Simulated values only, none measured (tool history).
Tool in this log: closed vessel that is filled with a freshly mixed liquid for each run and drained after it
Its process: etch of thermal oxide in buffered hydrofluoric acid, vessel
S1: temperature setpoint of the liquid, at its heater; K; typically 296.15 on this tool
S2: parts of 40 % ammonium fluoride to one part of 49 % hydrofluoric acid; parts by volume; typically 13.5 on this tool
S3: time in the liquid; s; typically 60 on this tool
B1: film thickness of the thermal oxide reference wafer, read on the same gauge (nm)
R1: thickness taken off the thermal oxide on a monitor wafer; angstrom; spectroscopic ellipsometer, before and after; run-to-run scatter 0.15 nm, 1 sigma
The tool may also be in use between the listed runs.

run 1 hour=0.0 | S1=296.15 S2=13.5 S3=60 | B1=100.01 | R1=387.2
run 2 hour=40.6 | S1=296.15 S2=13.5 S3=60 | B1=100.02 | R1=388.4
run 3 hour=72.7 | S1=296.15 S2=13.5 S3=60 | B1=100.01 | R1=386.0
run 4 hour=137.4 | S1=296.15 S2=13.5 S3=60 | B1=100.00 | R1=386.8
run 5 hour=182.0 | S1=296.15 S2=13.5 S3=45 | B1=100.01 | R1=289.5
run 6 hour=234.3 | S1=296.15 S2=13.5 S3=60 | B1=99.97 | R1=389.8
run 7 hour=261.9 | S1=296.15 S2=13.5 S3=60 | B1=99.99 | R1=387.4
run 8 hour=303.8 | S1=296.15 S2=13.5 S3=60 | B1=100.00 | R1=386.2
run 9 hour=370.4 | S1=296.15 S2=13.5 S3=60 | B1=99.99 | R1=387.5
run 10 hour=419.4 | S1=294.15 S2=13.5 S3=60 | B1=100.00 | R1=348.0
-- hour=470.1 thermometer replaced
run 11 hour=470.6 | S1=292.15 S2=9.0 S3=80 | B1=100.03 | R1=585.1
run 12 hour=500.3 | S1=296.15 S2=8.5 S3=60 | B1=99.97 | R1=568.8
run 13 hour=556.5 | S1=293.65 S2=13.5 S3=30 | B1=99.98 | R1=163.6
run 14 hour=598.2 | S1=299.65 S2=18.0 S3=80 | B1=99.98 | R1=453.7
run 15 hour=666.3 | S1=294.65 S2=11.5 S3=30 | B1=100.03 | R1=201.9
-- hour=672.2 gauge calibrated
run 16 hour=733.7 | S1=296.15 S2=18.0 S3=50 | B1=100.00 | R1=233.3
-- hour=735.4 hydrofluoric acid flow meter replaced
run 17 hour=768.2 | S1=299.15 S2=13.5 S3=60 | B1=100.01 | R1=468.7
run 18 hour=812.9 | S1=294.15 S2=13.5 S3=60 | B1=99.99 | R1=355.3
run 19 hour=877.6 | S1=297.65 S2=13.5 S3=80 | B1=99.99 | R1=573.9
run 20 hour=943.3 | S1=291.15 S2=18.5 S3=40 | B1=100.04 | R1=146.3
run 21 hour=995.4 | S1=299.15 S2=13.5 S3=60 | B1=100.03 | R1=464.7

5 ways to go on from here, each from the tool as it stands after run 21. What would each give?
run A hour=996.1 | S1=296.15 S2=13.5 S3=75 | B1=? | R1=?
run B hour=996.1 | S1=300.65 S2=16.5 S3=50 | B1=? | R1=?
run C hour=996.1 | S1=296.15 S2=13.5 S3=95 | B1=? | R1=?
run D hour=996.1 | S1=296.15 S2=13.5 S3=70 | B1=? | R1=?
run E hour=996.1 | S1=294.65 S2=11.0 S3=90 | B1=? | R1=?

run=A B1=100.02 R1=494.7
run=B B1=100.02 R1=345.4
run=C B1=100.02 R1=626.6
run=D B1=100.02 R1=461.7
run=E B1=100.02 R1=667.7
What these runs would have given with no unlogged condition in the tool:
run=A R1=494.7
run=B R1=345.6
run=C R1=626.6
run=D R1=461.7
run=E R1=667.6

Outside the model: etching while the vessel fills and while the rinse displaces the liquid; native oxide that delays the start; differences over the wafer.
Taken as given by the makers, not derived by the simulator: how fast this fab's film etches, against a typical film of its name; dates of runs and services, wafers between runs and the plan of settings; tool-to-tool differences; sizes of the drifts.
